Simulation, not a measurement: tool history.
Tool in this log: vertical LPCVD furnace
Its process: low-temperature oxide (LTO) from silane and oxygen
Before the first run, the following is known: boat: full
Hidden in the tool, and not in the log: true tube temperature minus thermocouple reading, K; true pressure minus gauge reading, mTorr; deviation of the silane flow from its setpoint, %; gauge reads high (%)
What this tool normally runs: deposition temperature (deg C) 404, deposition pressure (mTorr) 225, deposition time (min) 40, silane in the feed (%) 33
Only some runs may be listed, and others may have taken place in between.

| run | hour | deposition temperature (deg C) | deposition pressure (mTorr) | deposition time (min) | silane in the feed (%) | wafers since the last listed run | hours since the last temperature calibration | hours since the pressure gauge was zeroed | hours since the silane flow controller was replaced | hours since the gauge calibration | read-back reference wafer on the same gauge, thickness | film thickness on the monitor wafer in the middle of the boat (nm) |
|---|---|---|---|---|---|---|---|---|---|---|---|---|
| 1 | 0 | 413 | 225 | 40 | 28 | 0 | 2651.1 | 3393.5 | 2447.7 | 575.6 | 258.21 | 276.52 |
| 2 | 83.9 | 413 | 225 | 40 | 28 | 1290 | 2735 | 3477.4 | 2531.6 | 659.5 | 258.17 | 276.38 |
| 3 | 172.9 | 404 | 225 | 40 | 33 | 1369 | 2824 | 3566.4 | 2620.6 | 748.5 | 257.93 | 315 |
| 4 | 270.3 | 396 | 225 | 40 | 33 | 1498 | 2921.4 | 3663.8 | 2718 | 845.9 | 258.03 | 290.17 |
| 5 | 307.5 | 396 | 225 | 40 | 33 | 572 | 2958.6 | 3701 | 2755.2 | 883.1 | 257.87 | 289.78 |
| 6 | 358.2 | 396 | 225 | 40 | 33 | 780 | 3009.3 | 3751.7 | 2805.9 | 933.8 | 258.2 | 290.05 |
|  | 392 | gauge calibrated |
|  | 416.7 | silane flow controller replaced |
|  | 420.1 | thermocouples replaced and temperature profile calibrated |
| 7 | 459.2 | 404 | 225 | 40 | 33 | 1132 | 39.1 | 3852.7 | 42.5 | 67.2 | 258 | 301.74 |
|  | 499.7 | pressure gauge zeroed |
| 8 | 550.2 | 404 | 225 | 40 | 33 | 1030 | 130.1 | 50.5 | 133.5 | 158.2 | 257.92 | 303.33 |
| 9 | 630.6 | 404 | 200 | 54 | 30 | 1236 | 210.5 | 130.9 | 213.9 | 238.6 | 257.96 | 316.86 |
| 10 | 693.9 | 404 | 225 | 40 | 33 | 973 | 273.8 | 194.2 | 277.2 | 301.9 | 257.85 | 303.77 |
| 11 | 739.8 | 404 | 225 | 40 | 33 | 706 | 319.7 | 240.1 | 323.1 | 347.8 | 257.97 | 301.09 |
| 12 | 825.8 | 410 | 280 | 40 | 33 | 1323 | 405.7 | 326.1 | 409.1 | 433.8 | 258.01 | 402.88 |
| 13 | 911.7 | 413 | 240 | 49.5 | 28 | 1321 | 491.6 | 412 | 495 | 519.7 | 257.99 | 351.54 |
| 14 | 950 | 399 | 225 | 40 | 33 | 589 | 529.9 | 450.3 | 533.3 | 558 | 257.93 | 287.9 |
| 15 | 1038.8 | 415 | 225 | 40 | 33 | 1366 | 618.7 | 539.1 | 622.1 | 646.8 | 258.04 | 342.65 |

For each run, what was the tool's unlogged condition?
true tube temperature minus thermocouple reading, K: 0, the same for each run
true pressure minus gauge reading, mTorr: 0, the same for each run
gauge reads high (%): 0, the same for each run
H1: deviation of the silane flow from its setpoint, %
| run | H1 |
|---|---|
| 1 | 4.2 |
| 2 | 4.52 |
| 3 | 4.88 |
| 4 | 5.28 |
| 5 | 5.44 |
| 6 | 5.66 |
| 7 | -0.0754 |
| 8 | -0.063 |
| 9 | -0.0414 |
| 10 | -0.0173 |
| 11 | 0.00402 |
| 12 | 0.0528 |
| 13 | 0.113 |
| 14 | 0.143 |
| 15 | 0.223 |

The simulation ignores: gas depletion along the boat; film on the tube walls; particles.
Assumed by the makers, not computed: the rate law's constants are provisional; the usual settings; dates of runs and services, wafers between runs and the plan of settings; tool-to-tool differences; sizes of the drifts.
